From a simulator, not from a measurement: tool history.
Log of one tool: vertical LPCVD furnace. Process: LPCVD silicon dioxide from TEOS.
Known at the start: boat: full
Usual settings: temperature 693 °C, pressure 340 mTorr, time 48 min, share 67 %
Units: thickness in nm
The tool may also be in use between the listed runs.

run,day,temperature,pressure,time,share,wafers since the last listed run,hours since the last temperature calibration,hours since the pressure gauge was zeroed,hours since the TEOS flow controller was replaced,hours since the gauge calibration,"read-back reference wafer on the same gauge, thickness",thickness
1,0,693,340,48,67,0,2775.5,3503.1,2777.8,498.6,350.08,334.77
2,3.892,693,340,48,67,1168,2868.9,3596.5,2871.2,592,349.85,334.65
3,8.162,693,340,48,67,1282,2971.4,3699,2973.7,694.5,349.94,334
4,11.096,693,340,48,67,880,3041.8,3769.4,3044.1,764.9,350.52,336.93
5,13.454,693,340,48,67,707,3098.4,3826,3100.7,821.5,350.15,335.07
6,17.425,693,340,40,67,1192,3193.7,3921.3,3196,916.8,349.93,277.72
7,21.388,693,340,48,67,1189,3288.8,4016.4,3291.1,1011.9,350.19,335.6
8,23.462,693,340,48,67,622,3338.6,4066.2,3340.9,1061.7,349.89,336.24
# day 25.154: TEOS flow controller replaced
9,25.492,693,340,48,67,308,3387.3,4114.9,8.1,1110.4,350.03,335.24
10,31.417,684,340,48,67,1778,3529.5,4257.1,150.3,1252.6,349.86,270.5
11,35.558,693,290,53,67,1243,3628.9,4356.5,249.7,1352,350,342.86
# day 38.146: thermocouples replaced and temperature profile calibrated
12,38.996,693,340,60,74,731,20.4,4439,332.2,1434.5,349.96,441.4
13,43.371,693,340,48,67,1313,125.4,4544,437.2,1539.5,349.96,334.47
# day 43.808: gauge calibrated
14,48.142,693,340,48,67,1432,239.9,4658.5,551.7,104,350.09,336.38
15,51.496,687,340,37.5,76,1006,320.4,4739,632.2,184.5,350.17,241.87
# day 55.362: pressure gauge zeroed
16,55.383,700,315,48,67,866,413.7,0.5,725.5,277.8,349.55,370.92
17,58.962,693,340,48,67,1074,499.6,86.4,811.4,363.7,350.03,327.6
18,61.233,700,340,65.5,67,681,554.1,140.9,865.9,418.2,350.09,527.19
19,64.217,698,370,43,75,895,625.7,212.5,937.5,489.8,349.95,365.15
20,67.058,684,420,48,75,853,693.9,280.7,1005.7,558,349.77,311.96
21,70.283,693,280,41.5,67,968,771.3,358.1,1083.1,635.4,349.59,258.13
22,72.021,693,340,40.5,80,521,813,399.8,1124.8,677.1,350.17,304.21

Hidden state at the last listed run before each entry between runs and at the first one after, where it differs:
Between runs 8 and 9: TEOS flow controller replaced (day 25.154)
  no hidden state differs between the two runs
  measured less the result without the state, thickness: +8.74 -> +8.73 nm
Between runs 11 and 12: thermocouples replaced and temperature profile calibrated (day 38.146)
  true pressure minus gauge reading, mTorr: 18.6 -> 18.7
  measured less the result without the state, thickness: +10.5 -> +11.65 nm
Between runs 13 and 14: gauge calibrated (day 43.808)
  true pressure minus gauge reading, mTorr: 18.7 -> 18.8
  measured less the result without the state, thickness: +8.85 -> +8.94 nm
Between runs 15 and 16: pressure gauge zeroed (day 55.362)
  true pressure minus gauge reading, mTorr: 18.9 -> 2.52
  measured less the result without the state, thickness: +6.45 -> +1.48 nm
